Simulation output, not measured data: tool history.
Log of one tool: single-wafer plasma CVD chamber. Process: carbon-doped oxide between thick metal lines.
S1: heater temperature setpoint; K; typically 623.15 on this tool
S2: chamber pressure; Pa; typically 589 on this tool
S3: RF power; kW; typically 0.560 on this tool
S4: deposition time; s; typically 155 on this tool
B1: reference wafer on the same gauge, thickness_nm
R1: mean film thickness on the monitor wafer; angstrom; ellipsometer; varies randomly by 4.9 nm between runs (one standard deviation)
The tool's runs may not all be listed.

{"run": 1, "hour": 0.0, "S1": 623.15, "S2": 589, "S3": 0.56, "S4": 155, "B1": 807.379, "R1": 8276.84}
{"run": 2, "hour": 65.0, "S1": 623.15, "S2": 589, "S3": 0.56, "S4": 155, "B1": 806.86, "R1": 8162.53}
{"run": 3, "hour": 171.0, "S1": 623.15, "S2": 589, "S3": 0.56, "S4": 155, "B1": 806.683, "R1": 8215.58}
{"run": 4, "hour": 273.5, "S1": 623.15, "S2": 589, "S3": 0.56, "S4": 155, "B1": 807.838, "R1": 8137.45}
{"run": 5, "hour": 311.6, "S1": 623.15, "S2": 589, "S3": 0.56, "S4": 155, "B1": 806.444, "R1": 8119.96}
{"run": 6, "hour": 383.7, "S1": 623.15, "S2": 589, "S3": 0.56, "S4": 155, "B1": 806.788, "R1": 8146.75}
{"run": 7, "hour": 426.3, "S1": 623.15, "S2": 589, "S3": 0.56, "S4": 155, "B1": 807.212, "R1": 8117.89}
{"hour": 479.9, "done": "showerhead replaced"}
{"run": 8, "hour": 496.6, "S1": 623.15, "S2": 589, "S3": 0.56, "S4": 155, "B1": 806.874, "R1": 8119.71}
{"hour": 506.6, "done": "RF generator calibrated"}
{"run": 9, "hour": 561.8, "S1": 627.15, "S2": 589, "S3": 0.56, "S4": 171, "B1": 806.91, "R1": 9187.9}
{"hour": 578.9, "done": "capacitance manometer re-zeroed and calibrated"}
{"run": 10, "hour": 614.1, "S1": 623.15, "S2": 589, "S3": 0.56, "S4": 155, "B1": 807.91, "R1": 8368.88}
{"run": 11, "hour": 680.4, "S1": 623.15, "S2": 589, "S3": 0.56, "S4": 155, "B1": 807.629, "R1": 8378.57}
{"hour": 691.9, "done": "thermocouple changed; heater temperature recalibrated"}
{"run": 12, "hour": 743.9, "S1": 623.15, "S2": 504, "S3": 0.67, "S4": 185, "B1": 806.031, "R1": 10892.3}
{"run": 13, "hour": 806.9, "S1": 623.15, "S2": 589, "S3": 0.64, "S4": 165, "B1": 806.074, "R1": 9714.53}
{"run": 14, "hour": 897.8, "S1": 609.15, "S2": 589, "S3": 0.63, "S4": 177, "B1": 807.447, "R1": 10655.72}
{"hour": 900.6, "done": "gauge calibrated"}
{"run": 15, "hour": 1061.0, "S1": 612.15, "S2": 549, "S3": 0.56, "S4": 155, "B1": 807.084, "R1": 8447.15}
{"run": 16, "hour": 1144.1, "S1": 623.15, "S2": 589, "S3": 0.56, "S4": 155, "B1": 808.645, "R1": 8217.18}

Forecast each of these 5 alternatives for the next run:
{"run": "A", "hour": 1144.5, "S1": 623.15, "S2": 527, "S3": 0.56, "S4": 155, "B1": "?", "R1": "?"}
{"run": "B", "hour": 1144.5, "S1": 623.15, "S2": 448, "S3": 0.49, "S4": 155, "B1": "?", "R1": "?"}
{"run": "C", "hour": 1144.5, "S1": 623.15, "S2": 471, "S3": 0.56, "S4": 155, "B1": "?", "R1": "?"}
{"run": "D", "hour": 1144.5, "S1": 611.15, "S2": 589, "S3": 0.605, "S4": 155, "B1": "?", "R1": "?"}
{"run": "E", "hour": 1144.5, "S1": 630.15, "S2": 641, "S3": 0.51, "S4": 179, "B1": "?", "R1": "?"}

run=A B1=806.991 R1=8078.86
run=B B1=806.991 R1=7261.33
run=C B1=806.991 R1=7987.53
run=D B1=806.991 R1=8934.44
run=E B1=806.991 R1=8775.62
The same runs, with their run-to-run variation unchanged, on a tool lacking any hidden condition would have given:
run=A R1=8290.20
run=B R1=7458.13
run=C R1=8196.48
run=D R1=9163.89
run=E R1=9012.09

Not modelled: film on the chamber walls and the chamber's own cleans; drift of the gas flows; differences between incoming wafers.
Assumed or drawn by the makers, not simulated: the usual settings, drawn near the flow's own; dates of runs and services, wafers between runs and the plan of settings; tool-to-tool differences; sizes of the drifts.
